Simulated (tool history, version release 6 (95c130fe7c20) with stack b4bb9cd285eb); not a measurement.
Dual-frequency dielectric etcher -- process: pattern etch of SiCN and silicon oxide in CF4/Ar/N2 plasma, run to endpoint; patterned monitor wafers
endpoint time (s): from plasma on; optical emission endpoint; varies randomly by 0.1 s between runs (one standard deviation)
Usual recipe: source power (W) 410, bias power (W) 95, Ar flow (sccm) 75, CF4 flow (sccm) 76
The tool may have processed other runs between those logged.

run,hour,source power (W),bias power (W),Ar flow (sccm),CF4 flow (sccm),wafers since the last listed run,hours since the last wet clean,hours since the last source power generator calibration,hours since the last bias power generator calibration,hours since the last Ar flow controller change,hours since the last CF4 flow controller change,hours since the last upper electrode change,"incoming incoming film thickness, nm",endpoint time (s)
1,0.0,410,95,75,64,0,13.1,1222.7,3445.3,1761.4,1302.1,1360.2,13.28,13.5
2,43.2,410,95,75,64,396,56.3,1265.9,3488.5,1804.6,1345.3,1403.4,13.15,13.5
3,146.2,410,95,75,61,944,159.3,1368.9,3591.5,1907.6,1448.3,1506.4,13.42,13.6
4,201.7,410,95,75,61,508,214.8,1424.4,3647.0,1963.1,1503.8,1561.9,13.30,13.8
5,309.6,350,95,75,76,989,322.7,1532.3,3754.9,2071.0,1611.7,1669.8,13.23,14.2
6,349.6,410,95,75,76,366,362.7,1572.3,3794.9,2111.0,1651.7,1709.8,13.32,12.9
7,454.4,410,95,75,76,961,467.5,1677.1,3899.7,2215.8,1756.5,1814.6,13.28,13.0
# hour 553.0: wet clean of the chamber
8,553.5,390,95,75,76,688,0.5,1776.2,3998.8,2314.9,1855.6,1913.7,13.39,13.6
9,577.8,390,95,75,76,222,24.8,1800.5,4023.1,2339.2,1879.9,1938.0,13.30,13.5
# hour 597.3: bias power generator calibrated
10,661.6,410,95,75,76,731,108.6,1884.3,64.3,2423.0,1963.7,2021.8,13.33,13.1
11,748.2,440,83,57,69,794,195.2,1970.9,150.9,2509.6,2050.3,2108.4,13.37,13.2
12,797.5,410,95,70,57,452,244.5,2020.2,200.2,2558.9,2099.6,2157.7,13.28,13.8
13,890.2,410,95,75,76,850,337.2,2112.9,292.9,2651.6,2192.3,2250.4,13.24,12.9
# hour 964.6: upper electrode replaced
# hour 977.1: Ar flow controller replaced
# hour 1125.5: CF4 flow controller replaced
14,1157.9,410,78,75,76,2124,604.9,2380.6,560.6,180.8,32.4,193.3,13.24,13.9
# hour 1184.4: source power generator calibrated
# hour 1246.1: wet clean of the chamber
15,1246.6,410,95,67,76,556,0.5,62.2,649.3,269.5,121.1,282.0,13.25,12.9
16,1277.1,490,95,63,76,279,31.0,92.7,679.8,300.0,151.6,312.5,13.30,11.3
17,1384.7,360,95,75,76,986,138.6,200.3,787.4,407.6,259.2,420.1,13.38,14.1
18,1477.3,410,95,75,76,849,231.2,292.9,880.0,500.2,351.8,512.7,13.17,12.9
19,1551.0,510,85,75,69,675,304.9,366.6,953.7,573.9,425.5,586.4,13.32,12.1
20,1639.9,410,115,69,76,815,393.8,455.5,1042.6,662.8,514.4,675.3,13.12,11.9
21,1714.1,410,95,75,76,680,468.0,529.7,1116.8,737.0,588.6,749.5,13.27,13.2
22,1803.6,360,95,82,76,820,557.5,619.2,1206.3,826.5,678.1,839.0,13.26,14.3
# hour 1840.6: wet clean of the chamber
23,1918.6,380,95,87,76,834,78.0,734.2,1321.3,941.5,793.1,954.0,13.42,14.0

Forecast each of these 5 alternatives for the next run:
A,1919.0,410,95,75,76,3,78.4,734.6,1321.7,941.9,793.5,954.4,13.40,?
B,1919.0,350,106,75,82,3,78.4,734.6,1321.7,941.9,793.5,954.4,13.40,?
C,1919.0,410,114,61,68,3,78.4,734.6,1321.7,941.9,793.5,954.4,13.40,?
D,1919.0,480,106,75,76,3,78.4,734.6,1321.7,941.9,793.5,954.4,13.40,?
E,1919.0,410,95,88,62,3,78.4,734.6,1321.7,941.9,793.5,954.4,13.40,?

run,endpoint time (s)
A,13.2
B,13.7
C,12.3
D,11.5
E,14.1
Without the tool's unlogged condition, the same runs would have read:
run,endpoint time (s)
A,13.2
B,13.7
C,12.3
D,11.5
E,14.1
